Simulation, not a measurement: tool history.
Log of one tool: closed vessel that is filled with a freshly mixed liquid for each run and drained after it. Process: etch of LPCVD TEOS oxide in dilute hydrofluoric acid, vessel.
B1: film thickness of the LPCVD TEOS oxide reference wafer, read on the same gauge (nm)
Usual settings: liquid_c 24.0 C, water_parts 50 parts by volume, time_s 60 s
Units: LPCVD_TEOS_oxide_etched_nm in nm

Run 1, hour 0.0: usual settings; B1 130.02. Result: LPCVD_TEOS_oxide_etched_nm 23.08 nm.
Run 2, hour 63.3: usual settings; B1 130.02. Result: LPCVD_TEOS_oxide_etched_nm 23.88 nm.
At hour 75.9: gauge calibrated.
Run 3, hour 93.3: usual settings but liquid_c 20.5 C, time_s 70 s; B1 129.99. Result: LPCVD_TEOS_oxide_etched_nm 23.87 nm.
Run 4, hour 151.1: usual settings but liquid_c 20.5 C, time_s 70 s; B1 130.00. Result: LPCVD_TEOS_oxide_etched_nm 23.80 nm.
Run 5, hour 211.3: usual settings but time_s 80 s; B1 130.00. Result: LPCVD_TEOS_oxide_etched_nm 31.86 nm.
Run 6, hour 276.2: usual settings but time_s 80 s; B1 130.00. Result: LPCVD_TEOS_oxide_etched_nm 32.28 nm.
Run 7, hour 332.3: usual settings; B1 130.01. Result: LPCVD_TEOS_oxide_etched_nm 24.37 nm.
Run 8, hour 388.5: usual settings; B1 130.01. Result: LPCVD_TEOS_oxide_etched_nm 24.30 nm.
Run 9, hour 429.7: usual settings but liquid_c 27.0 C, water_parts 60 parts by volume, time_s 40 s; B1 130.00. Result: LPCVD_TEOS_oxide_etched_nm 15.18 nm.
At hour 500.5: hydrofluoric acid flow meter replaced.
Run 10, hour 554.4: usual settings but water_parts 70 parts by volume; B1 130.00. Result: LPCVD_TEOS_oxide_etched_nm 15.42 nm.
Run 11, hour 589.7: usual settings but time_s 50 s; B1 130.00. Result: LPCVD_TEOS_oxide_etched_nm 18.89 nm.
At hour 592.8: thermometer replaced.
At hour 606.0: gauge calibrated.
Run 12, hour 642.0: usual settings; B1 130.00. Result: LPCVD_TEOS_oxide_etched_nm 23.13 nm.
Run 13, hour 670.9: usual settings but liquid_c 25.5 C; B1 130.01. Result: LPCVD_TEOS_oxide_etched_nm 24.27 nm.
Run 14, hour 701.2: usual settings but liquid_c 27.0 C; B1 130.00. Result: LPCVD_TEOS_oxide_etched_nm 26.02 nm.
Run 15, hour 763.3: usual settings; B1 130.01. Result: LPCVD_TEOS_oxide_etched_nm 23.21 nm.
Run 16, hour 796.4: usual settings but liquid_c 25.5 C, water_parts 30 parts by volume, time_s 70 s; B1 130.00. Result: LPCVD_TEOS_oxide_etched_nm 49.63 nm.
Run 17, hour 847.8: usual settings but time_s 90 s; B1 129.98. Result: LPCVD_TEOS_oxide_etched_nm 35.65 nm.

5 ways to go on from here, each from the tool as it stands after run 17. What would each give?
Run A, hour 848.5: usual settings but water_parts 35 parts by volume; B1 ?. Result: LPCVD_TEOS_oxide_etched_nm ?.
Run B, hour 848.5: usual settings but liquid_c 28.0 C, water_parts 30 parts by volume, time_s 50 s; B1 ?. Result: LPCVD_TEOS_oxide_etched_nm ?.
Run C, hour 848.5: usual settings but water_parts 35 parts by volume, time_s 75 s; B1 ?. Result: LPCVD_TEOS_oxide_etched_nm ?.
Run D, hour 848.5: usual settings but liquid_c 21.5 C, water_parts 35 parts by volume, time_s 85 s; B1 ?. Result: LPCVD_TEOS_oxide_etched_nm ?.
Run E, hour 848.5: usual settings but liquid_c 28.0 C, water_parts 30 parts by volume, time_s 45 s; B1 ?. Result: LPCVD_TEOS_oxide_etched_nm ?.

run      B1  LPCVD_TEOS_oxide_etched_nm
  A  129.99                       33.86
  B  129.99                       39.07
  C  129.99                       42.32
  D  129.99                       43.17
  E  129.99                       35.16
Without the tool's hidden state the same runs would have given:
run  LPCVD_TEOS_oxide_etched_nm
  A                       31.92
  B                       36.84
  C                       39.90
  D                       40.71
  E                       33.16
